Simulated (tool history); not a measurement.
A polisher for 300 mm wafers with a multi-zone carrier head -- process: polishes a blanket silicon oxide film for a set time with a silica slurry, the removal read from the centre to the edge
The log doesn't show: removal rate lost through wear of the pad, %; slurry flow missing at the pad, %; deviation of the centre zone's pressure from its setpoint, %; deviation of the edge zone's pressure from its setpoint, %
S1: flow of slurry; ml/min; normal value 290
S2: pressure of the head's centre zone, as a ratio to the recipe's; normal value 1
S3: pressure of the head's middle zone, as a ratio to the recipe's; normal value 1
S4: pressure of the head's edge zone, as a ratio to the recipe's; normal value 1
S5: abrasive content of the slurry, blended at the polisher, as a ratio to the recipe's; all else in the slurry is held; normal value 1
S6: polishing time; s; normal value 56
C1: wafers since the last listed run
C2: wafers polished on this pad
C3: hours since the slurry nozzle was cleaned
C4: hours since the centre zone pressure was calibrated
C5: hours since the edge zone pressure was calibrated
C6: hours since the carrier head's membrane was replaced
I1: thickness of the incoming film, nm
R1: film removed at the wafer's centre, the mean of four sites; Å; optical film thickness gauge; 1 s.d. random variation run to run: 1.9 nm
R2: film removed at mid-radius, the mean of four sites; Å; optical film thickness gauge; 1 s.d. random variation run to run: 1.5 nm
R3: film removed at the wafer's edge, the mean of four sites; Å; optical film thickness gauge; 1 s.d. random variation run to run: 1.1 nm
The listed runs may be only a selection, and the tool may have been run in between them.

Run 1, hour 0: usual settings; C1 0; C2 5280; C3 17.5; C4 85.8; C5 416.2; C6 1250.2; I1 1254.5. Result: R1 1690 Å, R2 1751 Å, R3 1715 Å.
Run 2, hour 47: usual settings; C1 680; C2 5960; C3 64.5; C4 132.8; C5 463.2; C6 1297.2; I1 1259.8. Result: R1 1700 Å, R2 1713 Å, R3 1713 Å.
At hour 92.5: edge zone pressure recalibrated.
Run 3, hour 93.7: usual settings but S1 375 ml/min, S2 0.93, S4 0.95; C1 646; C2 6607; C3 111.2; C4 179.5; C5 1.2; C6 1343.9; I1 1260. Result: R1 1640 Å, R2 1831 Å, R3 1739 Å.
At hour 111.2: worn pad replaced by a new one.
At hour 112.1: carrier head's membrane replaced by a new one.
Run 4, hour 175.9: usual settings but S5 0.85, S6 38 s; C1 1119; C2 923; C3 193.4; C4 261.7; C5 83.4; C6 63.8; I1 1286.2. Result: R1 1056 Å, R2 1083 Å, R3 1083 Å.
Run 5, hour 243.3: usual settings; C1 975; C2 1898; C3 260.8; C4 329.1; C5 150.8; C6 131.2; I1 1248.2. Result: R1 1715 Å, R2 1691 Å, R3 1721 Å.
Run 6, hour 337.4: usual settings but S3 1.1, S5 0.9; C1 1361; C2 3260; C3 354.9; C4 423.2; C5 244.9; C6 225.3; I1 1257.4. Result: R1 1580 Å, R2 1754 Å, R3 1615 Å.
Run 7, hour 421.4: usual settings but S2 1.1, S3 1.07, S6 75 s; C1 1215; C2 4476; C3 438.9; C4 507.2; C5 328.9; C6 309.3; I1 1242. Result: R1 2478 Å, R2 2393 Å, R3 2249 Å.
Run 8, hour 468.3: usual settings but S1 210 ml/min, S2 0.9, S3 0.97, S4 1.06; C1 678; C2 5155; C3 485.8; C4 554.1; C5 375.8; C6 356.2; I1 1264. Result: R1 1352 Å, R2 1539 Å, R3 1660 Å.
At hour 529.7: slurry nozzle cleaned, repeated, since the last time left the tool worse.
Run 9, hour 530.2: usual settings; C1 881; C2 6036; C3 0.5; C4 616; C5 437.7; C6 418.1; I1 1252.1. Result: R1 1868 Å, R2 1879 Å, R3 1822 Å.
Run 10, hour 580.5: usual settings; C1 728; C2 6764; C3 50.8; C4 666.3; C5 488; C6 468.4; I1 1249.1. Result: R1 1828 Å, R2 1857 Å, R3 1819 Å.
Run 11, hour 627.4: usual settings but S1 355 ml/min, S3 1.06, S5 1.2; C1 678; C2 7443; C3 97.7; C4 713.2; C5 534.9; C6 515.3; I1 1247.4. Result: R1 2052 Å, R2 2148 Å, R3 2026 Å.
At hour 644.5: edge zone pressure recalibrated.
Run 12, hour 665.1: usual settings but S1 380 ml/min, S3 1.07, S4 0.89; C1 516; C2 7960; C3 135.4; C4 750.9; C5 20.6; C6 553; I1 1275.3. Result: R1 1900 Å, R2 2040 Å, R3 1756 Å.
At hour 678.6: centre zone pressure recalibrated.
At hour 684.5: worn pad replaced by a new one.
Run 13, hour 745.6: usual settings but S1 350 ml/min, S4 0.88; C1 1078; C2 884; C3 215.9; C4 67; C5 101.1; C6 633.5; I1 1249.1. Result: R1 1914 Å, R2 1880 Å, R3 1734 Å.
Run 14, hour 829.9: usual settings but S1 335 ml/min, S2 1.11, S3 0.9, S4 1.11; C1 1220; C2 2104; C3 300.2; C4 151.3; C5 185.4; C6 717.8; I1 1269.5. Result: R1 2102 Å, R2 1739 Å, R3 1944 Å.
Run 15, hour 927.8: usual settings but S1 330 ml/min, S3 0.92, S6 38 s; C1 1416; C2 3521; C3 398.1; C4 249.2; C5 283.3; C6 815.7; I1 1282.9. Result: R1 1259 Å, R2 1212 Å, R3 1232 Å.
Run 16, hour 1029.5: usual settings but S1 330 ml/min, S3 0.92, S6 38 s; C1 1471; C2 4993; C3 499.8; C4 350.9; C5 385; C6 917.4; I1 1272.9. Result: R1 1264 Å, R2 1188 Å, R3 1242 Å.
Run 17, hour 1135.8: usual settings but S1 330 ml/min, S4 0.93; C1 1538; C2 6532; C3 606.1; C4 457.2; C5 491.3; C6 1023.7; I1 1252.9. Result: R1 1845 Å, R2 1868 Å, R3 1749 Å.
Run 18, hour 1195.7: usual settings but S1 200 ml/min, S2 0.91, S4 0.92, S5 0.7; C1 866; C2 7399; C3 666; C4 517.1; C5 551.2; C6 1083.6; I1 1263.8. Result: R1 1250 Å, R2 1413 Å, R3 1354 Å.
At hour 1253.5: worn pad replaced by a new one.
At hour 1261.1: edge zone pressure recalibrated.
Run 19, hour 1298.9: usual settings; C1 1406; C2 628; C3 769.2; C4 620.3; C5 37.8; C6 1186.8; I1 1262.2. Result: R1 1776 Å, R2 1819 Å, R3 1785 Å.
At hour 1316.6: carrier head's membrane replaced by a new one.
Run 20, hour 1344.3: usual settings but S1 315 ml/min, S2 1.04, S3 0.95; C1 584; C2 1213; C3 814.6; C4 665.7; C5 83.2; C6 27.7; I1 1258. Result: R1 1885 Å, R2 1758 Å, R3 1784 Å.

5 options for the next run, each taken on its own from the tool as it stands now. Forecast them:
Run A, hour 1344.7: usual settings; C1 5; C2 1218; C3 815; C4 666.1; C5 83.6; C6 28.1; I1 1256.3. Result: R1 ?, R2 ?, R3 ?.
Run B, hour 1344.7: usual settings but S1 215 ml/min, S4 0.89; C1 5; C2 1218; C3 815; C4 666.1; C5 83.6; C6 28.1; I1 1256.3. Result: R1 ?, R2 ?, R3 ?.
Run C, hour 1344.7: usual settings but S3 1.05, S6 51 s; C1 5; C2 1218; C3 815; C4 666.1; C5 83.6; C6 28.1; I1 1256.3. Result: R1 ?, R2 ?, R3 ?.
Run D, hour 1344.7: usual settings but S5 1.1, S6 40 s; C1 5; C2 1218; C3 815; C4 666.1; C5 83.6; C6 28.1; I1 1256.3. Result: R1 ?, R2 ?, R3 ?.
Run E, hour 1344.7: usual settings but S1 260 ml/min, S5 0.75; C1 5; C2 1218; C3 815; C4 666.1; C5 83.6; C6 28.1; I1 1256.3. Result: R1 ?, R2 ?, R3 ?.

run    R1    R2    R3
  A  1829  1852  1779
  B  1735  1766  1627
  C  1666  1758  1620
  D  1366  1383  1329
  E  1543  1565  1510
Stripped of hidden state, with their random variation kept, the same runs would have yielded:
run    R1    R2    R3
  A  1896  1913  1824
  B  1822  1846  1681
  C  1728  1816  1660
  D  1417  1429  1362
  E  1606  1623  1551
